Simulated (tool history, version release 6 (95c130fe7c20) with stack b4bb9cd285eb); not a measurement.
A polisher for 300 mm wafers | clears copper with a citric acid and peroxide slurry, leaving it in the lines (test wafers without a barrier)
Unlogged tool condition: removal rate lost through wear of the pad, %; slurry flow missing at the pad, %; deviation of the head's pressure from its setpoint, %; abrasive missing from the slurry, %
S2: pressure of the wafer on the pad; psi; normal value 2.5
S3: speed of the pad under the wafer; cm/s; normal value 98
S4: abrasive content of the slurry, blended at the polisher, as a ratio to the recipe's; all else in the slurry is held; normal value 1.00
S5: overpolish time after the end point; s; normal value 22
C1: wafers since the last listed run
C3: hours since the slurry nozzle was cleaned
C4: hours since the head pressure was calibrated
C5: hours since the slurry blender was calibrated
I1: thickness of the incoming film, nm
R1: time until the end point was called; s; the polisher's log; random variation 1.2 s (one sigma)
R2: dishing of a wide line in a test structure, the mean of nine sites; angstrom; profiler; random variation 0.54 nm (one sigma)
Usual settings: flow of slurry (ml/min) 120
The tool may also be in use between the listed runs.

{"run": 1, "hour": 0.0, "flow of slurry (ml/min)": 120, "S2": 2.5, "S3": 98, "S4": 1.0, "S5": 22, "C1": 0, "wafers polished on this pad": 325, "C3": 112.2, "C4": 532.0, "C5": 4.1, "I1": 230.7, "R1": 108.3, "R2": 295}
{"run": 2, "hour": 11.1, "flow of slurry (ml/min)": 120, "S2": 2.5, "S3": 98, "S4": 1.0, "S5": 22, "C1": 77, "wafers polished on this pad": 403, "C3": 123.3, "C4": 543.1, "C5": 15.2, "I1": 239.3, "R1": 110.9, "R2": 291}
{"run": 3, "hour": 18.6, "flow of slurry (ml/min)": 120, "S2": 2.5, "S3": 98, "S4": 1.0, "S5": 22, "C1": 52, "wafers polished on this pad": 456, "C3": 130.8, "C4": 550.6, "C5": 22.7, "I1": 234.9, "R1": 109.2, "R2": 280}
{"run": 4, "hour": 27.7, "flow of slurry (ml/min)": 120, "S2": 2.5, "S3": 98, "S4": 1.0, "S5": 22, "C1": 63, "wafers polished on this pad": 520, "C3": 139.9, "C4": 559.7, "C5": 31.8, "I1": 234.6, "R1": 112.8, "R2": 281}
{"run": 5, "hour": 40.0, "flow of slurry (ml/min)": 145, "S2": 2.5, "S3": 98, "S4": 0.75, "S5": 22, "C1": 86, "wafers polished on this pad": 606, "C3": 152.2, "C4": 572.0, "C5": 44.1, "I1": 235.1, "R1": 121.9, "R2": 263}
{"run": 6, "hour": 47.9, "flow of slurry (ml/min)": 120, "S2": 2.5, "S3": 98, "S4": 1.0, "S5": 22, "C1": 55, "wafers polished on this pad": 662, "C3": 160.1, "C4": 579.9, "C5": 52.0, "I1": 235.9, "R1": 117.3, "R2": 277}
{"run": 7, "hour": 64.2, "flow of slurry (ml/min)": 120, "S2": 3.1, "S3": 98, "S4": 0.75, "S5": 22, "C1": 114, "wafers polished on this pad": 776, "C3": 176.4, "C4": 596.2, "C5": 68.3, "I1": 230.9, "R1": 109.5, "R2": 287}
{"hour": 84.8, "done": "worn pad replaced by a new one"}
{"run": 8, "hour": 85.3, "flow of slurry (ml/min)": 150, "S2": 2.2, "S3": 98, "S4": 1.2, "S5": 22, "C1": 120, "wafers polished on this pad": 3, "C3": 197.5, "C4": 617.3, "C5": 89.4, "I1": 238.8, "R1": 107.3, "R2": 306}
{"run": 9, "hour": 94.2, "flow of slurry (ml/min)": 120, "S2": 1.6, "S3": 98, "S4": 1.3, "S5": 22, "C1": 62, "wafers polished on this pad": 66, "C3": 206.4, "C4": 626.2, "C5": 98.3, "I1": 236.0, "R1": 134.5, "R2": 243}
{"run": 10, "hour": 108.0, "flow of slurry (ml/min)": 120, "S2": 2.5, "S3": 98, "S4": 1.0, "S5": 22, "C1": 96, "wafers polished on this pad": 163, "C3": 220.2, "C4": 640.0, "C5": 112.1, "I1": 238.7, "R1": 105.8, "R2": 304}
{"run": 11, "hour": 117.2, "flow of slurry (ml/min)": 90, "S2": 2.5, "S3": 98, "S4": 0.75, "S5": 17, "C1": 64, "wafers polished on this pad": 227, "C3": 229.4, "C4": 649.2, "C5": 121.3, "I1": 232.6, "R1": 119.9, "R2": 220}
{"run": 12, "hour": 127.7, "flow of slurry (ml/min)": 120, "S2": 2.5, "S3": 98, "S4": 1.0, "S5": 22, "C1": 73, "wafers polished on this pad": 301, "C3": 239.9, "C4": 659.7, "C5": 131.8, "I1": 236.0, "R1": 105.9, "R2": 299}
{"hour": 130.2, "done": "slurry nozzle cleaned"}
{"run": 13, "hour": 138.0, "flow of slurry (ml/min)": 120, "S2": 2.5, "S3": 98, "S4": 1.0, "S5": 22, "C1": 65, "wafers polished on this pad": 366, "C3": 7.8, "C4": 670.0, "C5": 142.1, "I1": 234.7, "R1": 106.0, "R2": 309}
{"run": 14, "hour": 148.5, "flow of slurry (ml/min)": 120, "S2": 2.5, "S3": 68, "S4": 0.7, "S5": 22, "C1": 73, "wafers polished on this pad": 440, "C3": 18.3, "C4": 680.5, "C5": 152.6, "I1": 235.2, "R1": 163.7, "R2": 210}

What does the tool deliver on the next run?
{"run": 15, "hour": 159.7, "flow of slurry (ml/min)": 85, "S2": 2.5, "S3": 98, "S4": 1.3, "S5": 22, "C1": 78, "wafers polished on this pad": 519, "C3": 29.5, "C4": 691.7, "C5": 163.8, "I1": 233.7, "R1": "?", "R2": "?"}

Run 15 came out at R1 109.6 s, R2 283 angstrom.
Minus the tool's unlogged condition, the same run would have read R1 104.1 s, R2 295 angstrom.
